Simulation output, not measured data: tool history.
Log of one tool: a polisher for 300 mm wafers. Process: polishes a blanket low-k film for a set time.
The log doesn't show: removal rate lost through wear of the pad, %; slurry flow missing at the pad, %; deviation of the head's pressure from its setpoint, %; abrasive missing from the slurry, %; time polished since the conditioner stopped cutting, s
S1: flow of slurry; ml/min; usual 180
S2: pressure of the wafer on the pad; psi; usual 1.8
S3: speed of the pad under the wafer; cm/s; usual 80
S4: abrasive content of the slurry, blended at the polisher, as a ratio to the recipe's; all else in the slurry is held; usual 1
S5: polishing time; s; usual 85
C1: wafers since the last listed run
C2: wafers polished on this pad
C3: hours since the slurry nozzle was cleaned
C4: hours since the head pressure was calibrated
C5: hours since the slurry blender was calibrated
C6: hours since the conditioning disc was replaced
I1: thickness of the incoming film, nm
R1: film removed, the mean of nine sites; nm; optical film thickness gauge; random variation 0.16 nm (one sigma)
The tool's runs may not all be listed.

Run 1, hour 0: usual settings but S2 2.1 psi; C1 0; C2 255; C3 278.6; C4 963.5; C5 97.3; C6 352.8; I1 506.6. Result: R1 24.6 nm.
Run 2, hour 10.8: usual settings but S2 2.1 psi; C1 90; C2 345; C3 289.4; C4 974.3; C5 108.1; C6 363.6; I1 512.3. Result: R1 24.6 nm.
Run 3, hour 21.8: usual settings but S2 2.1 psi; C1 91; C2 437; C3 300.4; C4 985.3; C5 119.1; C6 374.6; I1 518.5. Result: R1 24.6 nm.
Run 4, hour 31: usual settings but S4 0.8; C1 76; C2 513; C3 309.6; C4 994.5; C5 128.3; C6 383.8; I1 510.6. Result: R1 17.7 nm.
Run 5, hour 42: usual settings but S4 0.8; C1 91; C2 605; C3 320.6; C4 1005.5; C5 139.3; C6 394.8; I1 510.8. Result: R1 17.4 nm.
Run 6, hour 48.7: usual settings but S4 0.8; C1 55; C2 661; C3 327.3; C4 1012.2; C5 146; C6 401.5; I1 506.6. Result: R1 17.5 nm.
At hour 53.2: head pressure recalibrated.
At hour 55.4: worn pad replaced by a new one.
Run 7, hour 56.2: usual settings but S3 58 cm/s; C1 27; C2 6; C3 334.8; C4 3; C5 153.5; C6 409; I1 504.8. Result: R1 16 nm.
At hour 70.1: slurry blender recalibrated.
Run 8, hour 73: usual settings but S3 58 cm/s; C1 123; C2 129; C3 351.6; C4 19.8; C5 2.9; C6 425.8; I1 510.1. Result: R1 16 nm.
At hour 79.5: slurry nozzle cleaned.
Run 9, hour 90.2: usual settings; C1 135; C2 265; C3 10.7; C4 37; C5 20.1; C6 443; I1 507.4. Result: R1 22.2 nm.
Run 10, hour 103.6: usual settings but S2 1.3 psi, S3 102 cm/s, S4 0.9, S5 111 s; C1 111; C2 376; C3 24.1; C4 50.4; C5 33.5; C6 456.4; I1 500.6. Result: R1 23.6 nm.
At hour 114.9: conditioning disc replaced and pad reconditioned.
Run 11, hour 117.2: usual settings but S2 2.1 psi, S3 90 cm/s, S4 1.25, S5 63 s; C1 96; C2 473; C3 37.7; C4 64; C5 47.1; C6 2.3; I1 504.5. Result: R1 23.7 nm.
At hour 122.5: worn pad replaced by a new one.
Run 12, hour 128: usual settings; C1 56; C2 45; C3 48.5; C4 74.8; C5 57.9; C6 13.1; I1 513.4. Result: R1 22.3 nm.
Run 13, hour 144.3: usual settings; C1 135; C2 181; C3 64.8; C4 91.1; C5 74.2; C6 29.4; I1 513.7. Result: R1 22.2 nm.

Forecast run 14:
Run 14, hour 157.9: usual settings but S4 0.75, S5 59 s; C1 113; C2 295; C3 78.4; C4 104.7; C5 87.8; C6 43; I1 513.9. Result: R1 ?.

R1: 12 nm
Without the tool's hidden state the same run would have given R1 12.1 nm.
